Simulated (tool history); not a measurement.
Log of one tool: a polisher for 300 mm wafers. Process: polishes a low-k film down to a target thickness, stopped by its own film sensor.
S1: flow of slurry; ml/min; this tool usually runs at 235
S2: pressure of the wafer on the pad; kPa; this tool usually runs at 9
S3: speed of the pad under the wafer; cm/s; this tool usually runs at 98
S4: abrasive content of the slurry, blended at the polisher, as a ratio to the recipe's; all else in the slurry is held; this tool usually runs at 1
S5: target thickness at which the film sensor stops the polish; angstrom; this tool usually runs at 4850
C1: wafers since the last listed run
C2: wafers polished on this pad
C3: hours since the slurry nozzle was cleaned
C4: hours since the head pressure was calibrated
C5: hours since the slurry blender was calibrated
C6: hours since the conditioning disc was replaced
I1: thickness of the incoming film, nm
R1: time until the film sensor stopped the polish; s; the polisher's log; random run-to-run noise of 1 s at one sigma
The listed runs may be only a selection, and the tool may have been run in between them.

run,hour,S1,S2,S3,S4,S5,C1,C2,C3,C4,C5,C6,I1,R1
1,0,235,9,98,1,4850,0,935,13.9,97.2,403.5,120.3,501.8,70.9
# hour 40.9: slurry blender recalibrated
2,41.4,235,9,98,1,4850,420,1355,55.3,138.6,0.5,161.7,502.3,73.5
3,83.7,235,9,98,1,4850,451,1807,97.6,180.9,42.8,204,501.7,70.3
4,125,235,9,98,1,4850,440,2248,138.9,222.2,84.1,245.3,499.1,59
5,182.6,295,10.3,98,1,4850,614,2862,196.5,279.8,141.7,302.9,496.4,40
# hour 198.3: conditioning disc replaced and pad reconditioned
# hour 200.7: worn pad replaced by a new one
6,250.1,235,9,98,1,4850,673,527,264,347.3,209.2,51.8,498.1,53.6
# hour 439.8: slurry nozzle cleaned
7,442.7,235,9,98,1,4850,2044,2572,2.9,539.9,401.8,244.4,493.5,33.4
# hour 480.5: conditioning disc replaced and pad reconditioned
# hour 483.2: slurry blender recalibrated
# hour 515.4: worn pad replaced by a new one
# hour 525.3: head pressure recalibrated
8,611.6,235,9,98,1,4850,1695,1005,171.8,86.3,128.4,131.1,498.1,54.5
9,643.3,235,9,98,1,4850,338,1343,203.5,118,160.1,162.8,491,25.4
10,683.2,235,9,98,1,4850,425,1769,243.4,157.9,200,202.7,499.3,60.3
11,727,235,9,98,1,4850,467,2236,287.2,201.7,243.8,246.5,505.5,87.2
# hour 729.3: conditioning disc replaced and pad reconditioned
12,753.5,235,8.3,98,1,4850,261,2498,313.7,228.2,270.3,24.2,498.5,59.6
# hour 818.1: worn pad replaced by a new one
13,819.2,195,12.4,98,1,4850,658,11,379.4,293.9,336,89.9,509.3,74.8
14,849.3,170,6.9,98,1,4850,321,333,409.5,324,366.1,120,501.6,93.9
# hour 939.6: slurry blender recalibrated
# hour 946.4: slurry nozzle cleaned
15,990.6,235,9,88,1,4880,1476,1809,44.2,465.3,51,261.3,507.3,81.3
16,1022.5,235,9,98,1,4850,340,2149,76.1,497.2,82.9,293.2,497.6,49
# hour 1041.8: conditioning disc replaced and pad reconditioned
# hour 1061.3: head pressure recalibrated
17,1063.3,235,9,98,1.1,4880,392,2542,116.9,2,123.7,21.5,496.6,35.4
18,1108.8,200,9,98,1,4850,485,3028,162.4,47.5,169.2,67,507.7,99
# hour 1146.8: worn pad replaced by a new one
19,1173.4,195,9,132,1,4850,646,283,227,112.1,233.8,131.6,498.6,46.8
20,1238,235,9,98,1,4850,689,973,291.6,176.7,298.4,196.2,505.7,84.9
21,1273.9,235,9,98,1,4850,383,1356,327.5,212.6,334.3,232.1,496.2,47.6
22,1309.4,235,7.6,98,0.8,4830,378,1735,363,248.1,369.8,267.6,497.3,79.6
23,1337.9,235,9,98,1,4850,304,2039,391.5,276.6,398.3,296.1,504,80.7
# hour 1346.9: conditioning disc replaced and pad reconditioned
# hour 1393.9: slurry blender recalibrated
# hour 1420.6: worn pad replaced by a new one
# hour 1457.6: slurry nozzle cleaned
24,1461.6,235,11.7,70,0.85,4850,1224,427,4,400.3,67.7,114.7,495.5,45.3

A few steps of R1 between consecutive runs. Split each: what settings, incoming material and random variation would produce without the hidden state, and what is left over for the hidden state, along with gauge scatter present in only one of the two compared results (measured, and without hidden state):
What the log doesn't record here: removal rate lost through wear of the pad, %; slurry flow missing at the pad, %; deviation of the head's pressure from its setpoint, %; abrasive missing from the slurry, %; time polished since the conditioner stopped cutting, s.
Run 7 -> 8: conditioning disc replaced and pad reconditioned, slurry blender recalibrated, worn pad replaced by a new one, head pressure recalibrated. R1 +21.1 s: hidden state +4.2, all else +16.9.
Run 16 -> 17: S4 1 -> 1.1, S5 4850 -> 4880, conditioning disc replaced and pad reconditioned, head pressure recalibrated. R1 -13.6 s: hidden state +4.1, all else -17.7.
Run 17 -> 18: S1 235 -> 200, S4 1.1 -> 1, S5 4880 -> 4850. R1 +63.6 s: hidden state +0.4, all else +63.2.
Run 18 -> 19: S1 200 -> 195, S3 98 -> 132, worn pad replaced by a new one. R1 -52.2 s: hidden state -0.5, all else -51.7.
